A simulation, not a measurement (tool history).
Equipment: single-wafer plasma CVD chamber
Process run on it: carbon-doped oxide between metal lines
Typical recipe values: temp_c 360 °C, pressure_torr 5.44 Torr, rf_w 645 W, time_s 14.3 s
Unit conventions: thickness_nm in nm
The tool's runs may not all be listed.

| run | hour | temp_c | pressure_torr | rf_w | time_s | read-back reference wafer on the same gauge, thickness_nm | thickness_nm |
|---|---|---|---|---|---|---|---|
| 1 | 0.0 | 355 | 5.06 | 645 | 14.3 | 75.702 | 81.998 |
| 2 | 11.9 | 355 | 5.06 | 645 | 14.3 | 75.531 | 82.078 |
| 3 | 19.2 | 360 | 5.44 | 645 | 14.3 | 75.602 | 81.444 |
| 4 | 32.6 | 360 | 4.61 | 645 | 14.3 | 75.533 | 79.210 |
| 5 | 41.6 | 360 | 5.44 | 645 | 14.3 | 75.539 | 80.949 |
| 6 | 59.4 | 360 | 5.44 | 645 | 14.3 | 75.612 | 81.987 |
| 7 | 73.5 | 360 | 4.96 | 645 | 14.3 | 75.600 | 79.982 |
| 8 | 87.9 | 351 | 5.44 | 645 | 14.3 | 75.549 | 83.983 |
|  | 132.9 | thermocouple changed; heater temperature recalibrated |
| 9 | 137.3 | 351 | 5.44 | 645 | 14.3 | 75.618 | 83.476 |
| 10 | 150.4 | 360 | 5.44 | 645 | 14.3 | 75.538 | 79.768 |
|  | 151.4 | gauge calibrated |
| 11 | 166.8 | 360 | 5.44 | 645 | 14.3 | 75.556 | 80.278 |
|  | 189.7 | capacitance manometer re-zeroed and calibrated |
|  | 191.6 | RF generator calibrated |
|  | 199.0 | showerhead replaced |
| 12 | 199.5 | 370 | 4.12 | 645 | 14.3 | 75.622 | 78.635 |
| 13 | 199.8 | 356 | 5.44 | 550 | 14.3 | 75.589 | 77.242 |
| 14 | 208.2 | 360 | 5.44 | 645 | 14.3 | 75.699 | 83.526 |
| 15 | 224.7 | 360 | 6.76 | 690 | 14.3 | 75.576 | 88.841 |
| 16 | 235.7 | 354 | 6.42 | 695 | 14.3 | 75.610 | 91.468 |
| 17 | 273.5 | 360 | 5.44 | 645 | 14.3 | 75.537 | 84.428 |
| 18 | 284.2 | 374 | 5.44 | 645 | 11.8 | 75.592 | 66.981 |
| 19 | 298.1 | 360 | 4.86 | 535 | 13.3 | 75.538 | 68.191 |
| 20 | 311.7 | 360 | 5.44 | 645 | 14.3 | 75.603 | 84.763 |
| 21 | 318.3 | 360 | 5.44 | 715 | 14.3 | 75.686 | 89.800 |

For run 22, what comes out?
| 22 | 334.0 | 360 | 5.44 | 645 | 14.3 | ? | ? |

For run 22 the tool returned read-back reference wafer on the same gauge, thickness_nm 75.579, thickness_nm 83.508 nm.
On a tool with no hidden condition, and with the same random variation, this run would have come out at thickness_nm 83.920 nm.
